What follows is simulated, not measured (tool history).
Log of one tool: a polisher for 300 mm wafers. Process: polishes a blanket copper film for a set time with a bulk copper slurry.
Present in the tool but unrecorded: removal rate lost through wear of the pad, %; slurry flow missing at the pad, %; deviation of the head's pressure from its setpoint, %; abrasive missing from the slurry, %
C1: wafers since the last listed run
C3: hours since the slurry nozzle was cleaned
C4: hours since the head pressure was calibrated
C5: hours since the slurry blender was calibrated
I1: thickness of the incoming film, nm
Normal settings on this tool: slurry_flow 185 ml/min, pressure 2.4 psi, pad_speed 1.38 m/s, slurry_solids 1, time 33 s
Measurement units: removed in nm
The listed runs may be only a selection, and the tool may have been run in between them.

{"run": 1, "hour": 0.0, "slurry_flow": 185, "pressure": 2.9, "pad_speed": 1.38, "slurry_solids": 1, "time": 33, "C1": 0, "wafers polished on this pad": 3260, "C3": 379.6, "C4": 311.2, "C5": 166.5, "I1": 3301.6, "removed": 465.9}
{"hour": 26.5, "done": "worn pad replaced by a new one"}
{"run": 2, "hour": 48.8, "slurry_flow": 185, "pressure": 2.4, "pad_speed": 1.38, "slurry_solids": 1, "time": 33, "C1": 378, "wafers polished on this pad": 188, "C3": 428.4, "C4": 360, "C5": 215.3, "I1": 3281.9, "removed": 378.2}
{"run": 3, "hour": 91.5, "slurry_flow": 185, "pressure": 2.4, "pad_speed": 1.38, "slurry_solids": 1, "time": 33, "C1": 361, "wafers polished on this pad": 550, "C3": 471.1, "C4": 402.7, "C5": 258, "I1": 3263.7, "removed": 378.3}
{"run": 4, "hour": 121.2, "slurry_flow": 185, "pressure": 2.4, "pad_speed": 1.38, "slurry_solids": 1, "time": 33, "C1": 251, "wafers polished on this pad": 801, "C3": 500.8, "C4": 432.4, "C5": 287.7, "I1": 3317.5, "removed": 377}
{"run": 5, "hour": 161.6, "slurry_flow": 185, "pressure": 2.4, "pad_speed": 1.38, "slurry_solids": 1, "time": 33, "C1": 341, "wafers polished on this pad": 1143, "C3": 541.2, "C4": 472.8, "C5": 328.1, "I1": 3320.1, "removed": 376.9}
{"hour": 211.4, "done": "slurry blender recalibrated"}
{"run": 6, "hour": 222.0, "slurry_flow": 185, "pressure": 2.4, "pad_speed": 1.38, "slurry_solids": 1, "time": 33, "C1": 493, "wafers polished on this pad": 1636, "C3": 601.6, "C4": 533.2, "C5": 10.6, "I1": 3271.5, "removed": 379.8}
{"hour": 234.9, "done": "head pressure recalibrated"}
{"run": 7, "hour": 249.1, "slurry_flow": 185, "pressure": 2.4, "pad_speed": 1.38, "slurry_solids": 1, "time": 33, "C1": 212, "wafers polished on this pad": 1849, "C3": 628.7, "C4": 14.2, "C5": 37.7, "I1": 3323.5, "removed": 381.7}
{"run": 8, "hour": 310.7, "slurry_flow": 185, "pressure": 2.4, "pad_speed": 1.38, "slurry_solids": 1.25, "time": 33, "C1": 521, "wafers polished on this pad": 2370, "C3": 690.3, "C4": 75.8, "C5": 99.3, "I1": 3305.1, "removed": 395.7}
{"hour": 335.6, "done": "slurry nozzle cleaned"}
{"run": 9, "hour": 354.8, "slurry_flow": 185, "pressure": 2.4, "pad_speed": 1.38, "slurry_solids": 1.25, "time": 33, "C1": 364, "wafers polished on this pad": 2734, "C3": 19.2, "C4": 119.9, "C5": 143.4, "I1": 3233.2, "removed": 396.9}
{"hour": 380.9, "done": "worn pad replaced by a new one"}
{"run": 10, "hour": 415.4, "slurry_flow": 185, "pressure": 2.4, "pad_speed": 1.38, "slurry_solids": 1, "time": 33, "C1": 478, "wafers polished on this pad": 291, "C3": 79.8, "C4": 180.5, "C5": 204, "I1": 3289.1, "removed": 384}
{"run": 11, "hour": 448.5, "slurry_flow": 185, "pressure": 2.4, "pad_speed": 1.38, "slurry_solids": 1, "time": 33, "C1": 279, "wafers polished on this pad": 571, "C3": 112.9, "C4": 213.6, "C5": 237.1, "I1": 3364.5, "removed": 380.9}
{"run": 12, "hour": 491.7, "slurry_flow": 185, "pressure": 1.6, "pad_speed": 1.7, "slurry_solids": 1, "time": 38, "C1": 365, "wafers polished on this pad": 936, "C3": 156.1, "C4": 256.8, "C5": 280.3, "I1": 3320.9, "removed": 371.2}
{"run": 13, "hour": 531.6, "slurry_flow": 145, "pressure": 2.4, "pad_speed": 0.98, "slurry_solids": 1, "time": 27, "C1": 337, "wafers polished on this pad": 1274, "C3": 196, "C4": 296.7, "C5": 320.2, "I1": 3298.1, "removed": 218.6}
{"run": 14, "hour": 574.1, "slurry_flow": 185, "pressure": 2.4, "pad_speed": 1.38, "slurry_solids": 1, "time": 33, "C1": 359, "wafers polished on this pad": 1633, "C3": 238.5, "C4": 339.2, "C5": 362.7, "I1": 3301.6, "removed": 384.2}
{"run": 15, "hour": 611.3, "slurry_flow": 185, "pressure": 2.4, "pad_speed": 1.38, "slurry_solids": 0.9, "time": 33, "C1": 314, "wafers polished on this pad": 1948, "C3": 275.7, "C4": 376.4, "C5": 399.9, "I1": 3240.7, "removed": 373.2}
{"hour": 628.3, "done": "slurry blender recalibrated"}
{"run": 16, "hour": 665.9, "slurry_flow": 185, "pressure": 2.4, "pad_speed": 1.38, "slurry_solids": 1, "time": 33, "C1": 444, "wafers polished on this pad": 2393, "C3": 330.3, "C4": 431, "C5": 37.6, "I1": 3314.2, "removed": 384}
{"hour": 758.0, "done": "worn pad replaced by a new one"}
{"hour": 786.3, "done": "head pressure recalibrated"}
{"run": 17, "hour": 812.4, "slurry_flow": 185, "pressure": 2.4, "pad_speed": 1.38, "slurry_solids": 1, "time": 33, "C1": 1188, "wafers polished on this pad": 443, "C3": 476.8, "C4": 26.1, "C5": 184.1, "I1": 3298.7, "removed": 384.8}
{"run": 18, "hour": 837.4, "slurry_flow": 185, "pressure": 2.4, "pad_speed": 1.38, "slurry_solids": 1, "time": 33, "C1": 211, "wafers polished on this pad": 654, "C3": 501.8, "C4": 51.1, "C5": 209.1, "I1": 3290.8, "removed": 384.6}
{"run": 19, "hour": 893.0, "slurry_flow": 155, "pressure": 2.9, "pad_speed": 1.86, "slurry_solids": 0.75, "time": 33, "C1": 470, "wafers polished on this pad": 1124, "C3": 557.4, "C4": 106.7, "C5": 264.7, "I1": 3268.2, "removed": 572.3}
{"run": 20, "hour": 939.9, "slurry_flow": 185, "pressure": 1.8, "pad_speed": 1.38, "slurry_solids": 1.25, "time": 33, "C1": 396, "wafers polished on this pad": 1521, "C3": 604.3, "C4": 153.6, "C5": 311.6, "I1": 3252.4, "removed": 302.1}
{"hour": 974.9, "done": "slurry blender recalibrated"}
{"run": 21, "hour": 983.1, "slurry_flow": 185, "pressure": 2.2, "pad_speed": 1.38, "slurry_solids": 1, "time": 43, "C1": 348, "wafers polished on this pad": 1869, "C3": 647.5, "C4": 196.8, "C5": 8.2, "I1": 3316.5, "removed": 466.2}
{"run": 22, "hour": 1029.0, "slurry_flow": 245, "pressure": 2.4, "pad_speed": 1.6, "slurry_solids": 1, "time": 41, "C1": 388, "wafers polished on this pad": 2258, "C3": 693.4, "C4": 242.7, "C5": 54.1, "I1": 3254.8, "removed": 567}
{"run": 23, "hour": 1068.0, "slurry_flow": 185, "pressure": 1.7, "pad_speed": 1.38, "slurry_solids": 1, "time": 33, "C1": 329, "wafers polished on this pad": 2588, "C3": 732.4, "C4": 281.7, "C5": 93.1, "I1": 3246.5, "removed": 282.5}
{"hour": 1087.5, "done": "worn pad replaced by a new one"}
{"hour": 1114.4, "done": "slurry nozzle cleaned"}
{"run": 24, "hour": 1114.9, "slurry_flow": 220, "pressure": 3, "pad_speed": 1.38, "slurry_solids": 0.75, "time": 26, "C1": 354, "wafers polished on this pad": 223, "C3": 0.5, "C4": 328.6, "C5": 140, "I1": 3284.9, "removed": 361.4}
{"run": 25, "hour": 1205.2, "slurry_flow": 185, "pressure": 2.4, "pad_speed": 1.38, "slurry_solids": 1, "time": 33, "C1": 763, "wafers polished on this pad": 986, "C3": 90.8, "C4": 418.9, "C5": 230.3, "I1": 3346.6, "removed": 375.9}
{"hour": 1257.0, "done": "head pressure recalibrated"}
{"run": 26, "hour": 1267.0, "slurry_flow": 185, "pressure": 2.4, "pad_speed": 1.24, "slurry_solids": 1.1, "time": 33, "C1": 505, "wafers polished on this pad": 1492, "C3": 152.6, "C4": 10, "C5": 292.1, "I1": 3264.9, "removed": 351.4}
{"run": 27, "hour": 1293.7, "slurry_flow": 185, "pressure": 2.4, "pad_speed": 1.38, "slurry_solids": 1, "time": 33, "C1": 225, "wafers polished on this pad": 1718, "C3": 179.3, "C4": 36.7, "C5": 318.8, "I1": 3305.5, "removed": 381.9}
{"hour": 1324.5, "done": "slurry blender recalibrated"}
{"run": 28, "hour": 1355.8, "slurry_flow": 130, "pressure": 2.4, "pad_speed": 1.22, "slurry_solids": 0.85, "time": 28, "C1": 508, "wafers polished on this pad": 2226, "C3": 241.4, "C4": 98.8, "C5": 31.3, "I1": 3296.5, "removed": 274.3}
{"hour": 1489.6, "done": "worn pad replaced by a new one"}
{"run": 29, "hour": 1515.8, "slurry_flow": 185, "pressure": 2.1, "pad_speed": 0.94, "slurry_solids": 0.9, "time": 28, "C1": 1319, "wafers polished on this pad": 221, "C3": 401.4, "C4": 258.8, "C5": 191.3, "I1": 3300.1, "removed": 188.8}

What if the next run were any one of these 5? Each begins from the tool's condition after run 29:
{"run": "A", "hour": 1516.2, "slurry_flow": 185, "pressure": 2.4, "pad_speed": 1.38, "slurry_solids": 1, "time": 33, "C1": 3, "wafers polished on this pad": 225, "C3": 401.8, "C4": 259.2, "C5": 191.7, "I1": 3314.8, "removed": "?"}
{"run": "B", "hour": 1516.2, "slurry_flow": 185, "pressure": 1.7, "pad_speed": 1.22, "slurry_solids": 1.25, "time": 28, "C1": 3, "wafers polished on this pad": 225, "C3": 401.8, "C4": 259.2, "C5": 191.7, "I1": 3314.8, "removed": "?"}
{"run": "C", "hour": 1516.2, "slurry_flow": 155, "pressure": 2.4, "pad_speed": 1.38, "slurry_solids": 1, "time": 33, "C1": 3, "wafers polished on this pad": 225, "C3": 401.8, "C4": 259.2, "C5": 191.7, "I1": 3314.8, "removed": "?"}
{"run": "D", "hour": 1516.2, "slurry_flow": 185, "pressure": 2.4, "pad_speed": 0.94, "slurry_solids": 1, "time": 29, "C1": 3, "wafers polished on this pad": 225, "C3": 401.8, "C4": 259.2, "C5": 191.7, "I1": 3314.8, "removed": "?"}
{"run": "E", "hour": 1516.2, "slurry_flow": 150, "pressure": 2.9, "pad_speed": 1.72, "slurry_solids": 1, "time": 44, "C1": 3, "wafers polished on this pad": 225, "C3": 401.8, "C4": 259.2, "C5": 191.7, "I1": 3314.8, "removed": "?"}

run=A removed=383.4
run=B removed=217.3
run=C removed=376.1
run=D removed=229.5
run=E removed=742.8
With no hidden state in the tool, these same runs would have given:
run=A removed=383.4
run=B removed=217.3
run=C removed=376.1
run=D removed=229.5
run=E removed=742.8
